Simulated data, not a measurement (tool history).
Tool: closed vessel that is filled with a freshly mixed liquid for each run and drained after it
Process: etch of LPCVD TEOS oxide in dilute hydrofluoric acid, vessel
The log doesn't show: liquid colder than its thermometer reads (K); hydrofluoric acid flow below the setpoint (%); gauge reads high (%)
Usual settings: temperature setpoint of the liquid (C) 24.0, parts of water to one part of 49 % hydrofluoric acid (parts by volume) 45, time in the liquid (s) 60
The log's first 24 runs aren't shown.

| run | hour | temperature setpoint of the liquid (C) | parts of water to one part of 49 % hydrofluoric acid (parts by volume) | time in the liquid (s) | wafers since the last listed run | hours since the thermometer was replaced | hours since the hydrofluoric acid flow meter was replaced | hours since the gauge calibration | read-back film thickness of the LPCVD TEOS oxide reference wafer, read on the same gauge (nm) | thickness taken off the LPCVD TEOS oxide on a monitor wafer (angstrom) |
|---|---|---|---|---|---|---|---|---|---|---|
| 25 | 1239.5 | 24.0 | 60 | 60 | 4424 | 468.3 | 273.0 | 613.0 | 139.99 | 637.5 |
| 26 | 1293.8 | 27.0 | 60 | 75 | 7107 | 522.6 | 327.3 | 667.3 | 140.00 | 885.0 |
| 27 | 1356.3 | 24.0 | 45 | 60 | 8180 | 585.1 | 389.8 | 729.8 | 140.01 | 842.3 |
| 28 | 1396.9 | 24.0 | 45 | 60 | 5314 | 625.7 | 430.4 | 770.4 | 139.98 | 852.1 |
| 29 | 1456.8 | 24.0 | 45 | 60 | 7840 | 685.6 | 490.3 | 830.3 | 139.99 | 847.4 |
| 30 | 1521.0 | 24.0 | 30 | 60 | 8403 | 749.8 | 554.5 | 894.5 | 140.01 | 1280.4 |
| 31 | 1557.1 | 24.0 | 45 | 60 | 4725 | 785.9 | 590.6 | 930.6 | 140.02 | 838.6 |
| 32 | 1592.9 | 27.5 | 65 | 60 | 4685 | 821.7 | 626.4 | 966.4 | 140.00 | 641.8 |
| 33 | 1646.2 | 26.5 | 25 | 75 | 6976 | 875.0 | 679.7 | 1019.7 | 139.99 | 2114.9 |

Forecast each of these 4 alternatives for the next run:
| A | 1646.9 | 28.5 | 45 | 60 | 91 | 875.7 | 680.4 | 1020.4 | ? | ? |
| B | 1646.9 | 22.5 | 35 | 50 | 91 | 875.7 | 680.4 | 1020.4 | ? | ? |
| C | 1646.9 | 21.5 | 45 | 60 | 91 | 875.7 | 680.4 | 1020.4 | ? | ? |
| D | 1646.9 | 29.0 | 45 | 60 | 91 | 875.7 | 680.4 | 1020.4 | ? | ? |

| run | read-back film thickness of the LPCVD TEOS oxide reference wafer, read on the same gauge (nm) | thickness taken off the LPCVD TEOS oxide on a monitor wafer (angstrom) |
|---|---|---|
| A | 140.01 | 987.2 |
| B | 140.01 | 838.0 |
| C | 140.01 | 740.1 |
| D | 140.01 | 1007.1 |
Without the tool's hidden state the same runs would have given:
| run | thickness taken off the LPCVD TEOS oxide on a monitor wafer (angstrom) |
|---|---|
| A | 1043.0 |
| B | 885.9 |
| C | 782.7 |
| D | 1063.9 |
